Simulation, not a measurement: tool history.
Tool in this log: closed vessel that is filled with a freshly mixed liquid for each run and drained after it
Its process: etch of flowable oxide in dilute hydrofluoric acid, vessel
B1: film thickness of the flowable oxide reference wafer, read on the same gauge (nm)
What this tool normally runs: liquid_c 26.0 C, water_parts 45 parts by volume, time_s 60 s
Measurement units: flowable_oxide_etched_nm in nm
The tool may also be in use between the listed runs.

run 1 hour=0.0 | liquid_c=26.0 water_parts=45 time_s=40 | B1=49.98 | flowable_oxide_etched_nm=49.80
run 2 hour=86.5 | liquid_c=26.0 water_parts=45 time_s=40 | B1=49.98 | flowable_oxide_etched_nm=49.55
run 3 hour=125.7 | liquid_c=26.0 water_parts=55 time_s=60 | B1=50.03 | flowable_oxide_etched_nm=59.75
run 4 hour=218.7 | liquid_c=26.0 water_parts=55 time_s=60 | B1=49.99 | flowable_oxide_etched_nm=59.77
run 5 hour=301.3 | liquid_c=26.0 water_parts=55 time_s=60 | B1=50.00 | flowable_oxide_etched_nm=59.42
run 6 hour=378.6 | liquid_c=26.0 water_parts=45 time_s=60 | B1=50.03 | flowable_oxide_etched_nm=73.20
run 7 hour=429.7 | liquid_c=26.0 water_parts=45 time_s=60 | B1=50.03 | flowable_oxide_etched_nm=72.24
run 8 hour=514.1 | liquid_c=26.0 water_parts=45 time_s=60 | B1=49.99 | flowable_oxide_etched_nm=72.66
-- hour=549.9 hydrofluoric acid flow meter replaced
run 9 hour=554.9 | liquid_c=26.0 water_parts=45 time_s=60 | B1=50.01 | flowable_oxide_etched_nm=74.91
run 10 hour=649.8 | liquid_c=26.0 water_parts=45 time_s=60 | B1=49.99 | flowable_oxide_etched_nm=74.30
run 11 hour=729.4 | liquid_c=26.0 water_parts=45 time_s=45 | B1=49.99 | flowable_oxide_etched_nm=56.48
run 12 hour=831.3 | liquid_c=26.0 water_parts=45 time_s=45 | B1=49.97 | flowable_oxide_etched_nm=55.48
run 13 hour=885.6 | liquid_c=26.0 water_parts=45 time_s=45 | B1=50.02 | flowable_oxide_etched_nm=55.09
run 14 hour=974.6 | liquid_c=26.0 water_parts=45 time_s=60 | B1=49.99 | flowable_oxide_etched_nm=73.75
run 15 hour=1042.5 | liquid_c=26.0 water_parts=45 time_s=60 | B1=49.98 | flowable_oxide_etched_nm=73.44
-- hour=1124.1 gauge calibrated
run 16 hour=1145.6 | liquid_c=26.0 water_parts=30 time_s=90 | B1=50.00 | flowable_oxide_etched_nm=166.73
run 17 hour=1214.8 | liquid_c=26.0 water_parts=40 time_s=50 | B1=50.01 | flowable_oxide_etched_nm=68.47
run 18 hour=1306.2 | liquid_c=29.5 water_parts=50 time_s=60 | B1=49.96 | flowable_oxide_etched_nm=74.23
-- hour=1362.5 hydrofluoric acid flow meter replaced
run 19 hour=1367.5 | liquid_c=26.0 water_parts=25 time_s=60 | B1=50.02 | flowable_oxide_etched_nm=140.48
run 20 hour=1414.4 | liquid_c=26.0 water_parts=45 time_s=90 | B1=49.99 | flowable_oxide_etched_nm=113.58
run 21 hour=1502.2 | liquid_c=31.0 water_parts=65 time_s=60 | B1=50.00 | flowable_oxide_etched_nm=61.07
run 22 hour=1557.0 | liquid_c=28.5 water_parts=45 time_s=75 | B1=49.98 | flowable_oxide_etched_nm=103.09
run 23 hour=1640.4 | liquid_c=27.5 water_parts=45 time_s=60 | B1=50.00 | flowable_oxide_etched_nm=79.69
run 24 hour=1762.7 | liquid_c=26.0 water_parts=40 time_s=50 | B1=49.98 | flowable_oxide_etched_nm=70.25
-- hour=1802.7 thermometer replaced
run 25 hour=1830.2 | liquid_c=26.0 water_parts=45 time_s=60 | B1=50.01 | flowable_oxide_etched_nm=73.27
run 26 hour=1913.6 | liquid_c=28.0 water_parts=60 time_s=75 | B1=50.00 | flowable_oxide_etched_nm=72.80
run 27 hour=1957.5 | liquid_c=26.0 water_parts=45 time_s=80 | B1=50.02 | flowable_oxide_etched_nm=96.65
-- hour=2022.4 hydrofluoric acid flow meter replaced
run 28 hour=2036.9 | liquid_c=26.0 water_parts=45 time_s=60 | B1=50.00 | flowable_oxide_etched_nm=74.94
run 29 hour=2131.3 | liquid_c=22.0 water_parts=35 time_s=30 | B1=50.00 | flowable_oxide_etched_nm=41.42
run 30 hour=2179.8 | liquid_c=26.0 water_parts=45 time_s=35 | B1=50.01 | flowable_oxide_etched_nm=43.52
run 31 hour=2264.0 | liquid_c=29.5 water_parts=45 time_s=80 | B1=50.01 | flowable_oxide_etched_nm=113.75
run 32 hour=2366.8 | liquid_c=24.0 water_parts=35 time_s=80 | B1=49.99 | flowable_oxide_etched_nm=118.38
run 33 hour=2441.2 | liquid_c=26.0 water_parts=45 time_s=30 | B1=50.04 | flowable_oxide_etched_nm=36.63
run 34 hour=2485.6 | liquid_c=26.0 water_parts=60 time_s=45 | B1=49.99 | flowable_oxide_etched_nm=40.45

Consider 3 possible next runs. They are alternatives, not a sequence: every one starts from the tool as it was left by run 34. What does each give?
run A hour=2486.3 | liquid_c=26.0 water_parts=45 time_s=60 | B1=? | flowable_oxide_etched_nm=?
run B hour=2486.3 | liquid_c=24.5 water_parts=45 time_s=40 | B1=? | flowable_oxide_etched_nm=?
run C hour=2486.3 | liquid_c=26.0 water_parts=35 time_s=75 | B1=? | flowable_oxide_etched_nm=?

run=A B1=49.97 flowable_oxide_etched_nm=73.02
run=B B1=49.97 flowable_oxide_etched_nm=45.79
run=C B1=49.97 flowable_oxide_etched_nm=119.09
Stripped of hidden state, with their random variation kept, the same runs would have yielded:
run=A flowable_oxide_etched_nm=75.96
run=B flowable_oxide_etched_nm=47.63
run=C flowable_oxide_etched_nm=123.82

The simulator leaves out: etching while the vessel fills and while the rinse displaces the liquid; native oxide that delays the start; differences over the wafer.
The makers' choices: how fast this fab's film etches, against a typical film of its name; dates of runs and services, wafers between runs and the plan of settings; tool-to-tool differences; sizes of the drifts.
